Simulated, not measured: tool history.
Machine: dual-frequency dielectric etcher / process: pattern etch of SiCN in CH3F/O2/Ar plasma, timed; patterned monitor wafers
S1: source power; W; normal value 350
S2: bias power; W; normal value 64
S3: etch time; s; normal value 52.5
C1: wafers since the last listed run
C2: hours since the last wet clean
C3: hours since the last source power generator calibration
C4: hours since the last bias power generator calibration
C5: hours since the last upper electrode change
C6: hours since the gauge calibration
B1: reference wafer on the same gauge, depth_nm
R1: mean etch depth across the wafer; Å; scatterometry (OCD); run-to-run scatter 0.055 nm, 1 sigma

{"run": 1, "hour": 0.0, "S1": 350, "S2": 64, "S3": 43.0, "C1": 0, "C2": 327.6, "C3": 4572.7, "C4": 2974.0, "C5": 4599.9, "C6": 140.5, "B1": 18.8, "R1": 145.8}
{"hour": 9.5, "done": "gauge calibrated"}
{"run": 2, "hour": 13.9, "S1": 350, "S2": 64, "S3": 43.0, "C1": 193, "C2": 341.5, "C3": 4586.6, "C4": 2987.9, "C5": 4613.8, "C6": 4.4, "B1": 18.79, "R1": 143.8}
{"run": 3, "hour": 19.9, "S1": 350, "S2": 54, "S3": 52.5, "C1": 83, "C2": 347.5, "C3": 4592.6, "C4": 2993.9, "C5": 4619.8, "C6": 10.4, "B1": 18.81, "R1": 162.3}
{"run": 4, "hour": 30.8, "S1": 350, "S2": 54, "S3": 52.5, "C1": 151, "C2": 358.4, "C3": 4603.5, "C4": 3004.8, "C5": 4630.7, "C6": 21.3, "B1": 18.8, "R1": 161.4}
{"run": 5, "hour": 37.7, "S1": 350, "S2": 64, "S3": 52.5, "C1": 96, "C2": 365.3, "C3": 4610.4, "C4": 3011.7, "C5": 4637.6, "C6": 28.2, "B1": 18.8, "R1": 175.6}
{"run": 6, "hour": 47.3, "S1": 310, "S2": 64, "S3": 52.5, "C1": 133, "C2": 374.9, "C3": 4620.0, "C4": 3021.3, "C5": 4647.2, "C6": 37.8, "B1": 18.79, "R1": 168.8}
{"run": 7, "hour": 57.2, "S1": 310, "S2": 64, "S3": 52.5, "C1": 137, "C2": 384.8, "C3": 4629.9, "C4": 3031.2, "C5": 4657.1, "C6": 47.7, "B1": 18.81, "R1": 168.6}
{"hour": 83.9, "done": "upper electrode replaced"}
{"run": 8, "hour": 84.4, "S1": 350, "S2": 58, "S3": 52.5, "C1": 44, "C2": 412.0, "C3": 4657.1, "C4": 3058.4, "C5": 0.5, "C6": 74.9, "B1": 18.8, "R1": 167.3}
{"run": 9, "hour": 84.7, "S1": 350, "S2": 64, "S3": 52.5, "C1": 4, "C2": 412.3, "C3": 4657.4, "C4": 3058.7, "C5": 0.8, "C6": 75.2, "B1": 18.81, "R1": 175.8}
{"run": 10, "hour": 100.1, "S1": 350, "S2": 64, "S3": 52.5, "C1": 214, "C2": 427.7, "C3": 4672.8, "C4": 3074.1, "C5": 16.2, "C6": 90.6, "B1": 18.8, "R1": 174.1}
{"hour": 104.8, "done": "source power generator calibrated"}
{"run": 11, "hour": 109.4, "S1": 350, "S2": 76, "S3": 52.5, "C1": 73, "C2": 437.0, "C3": 4.6, "C4": 3083.4, "C5": 25.5, "C6": 99.9, "B1": 18.8, "R1": 190.6}
{"hour": 115.8, "done": "bias power generator calibrated"}
{"run": 12, "hour": 117.4, "S1": 350, "S2": 57, "S3": 65.0, "C1": 55, "C2": 445.0, "C3": 12.6, "C4": 1.6, "C5": 33.5, "C6": 107.9, "B1": 18.79, "R1": 203.6}
{"run": 13, "hour": 127.7, "S1": 350, "S2": 64, "S3": 52.5, "C1": 143, "C2": 455.3, "C3": 22.9, "C4": 11.9, "C5": 43.8, "C6": 118.2, "B1": 18.8, "R1": 174.0}
{"run": 14, "hour": 142.8, "S1": 310, "S2": 64, "S3": 52.5, "C1": 210, "C2": 470.4, "C3": 38.0, "C4": 27.0, "C5": 58.9, "C6": 133.3, "B1": 18.8, "R1": 168.6}
{"hour": 157.6, "done": "gauge calibrated"}
{"hour": 171.4, "done": "wet clean of the chamber"}
{"run": 15, "hour": 171.9, "S1": 290, "S2": 49, "S3": 52.5, "C1": 71, "C2": 0.5, "C3": 67.1, "C4": 56.1, "C5": 88.0, "C6": 14.3, "B1": 18.81, "R1": 151.2}

Estimate the outcome of run 16 from the log above:
{"run": 16, "hour": 172.2, "S1": 390, "S2": 57, "S3": 41.0, "C1": 4, "C2": 0.8, "C3": 67.4, "C4": 56.4, "C5": 88.3, "C6": 14.6, "B1": "?", "R1": "?"}

B1: 18.79
R1: 139.4 Å
The same run, on a tool lacking any hidden state, would have yielded R1 138.3 Å.
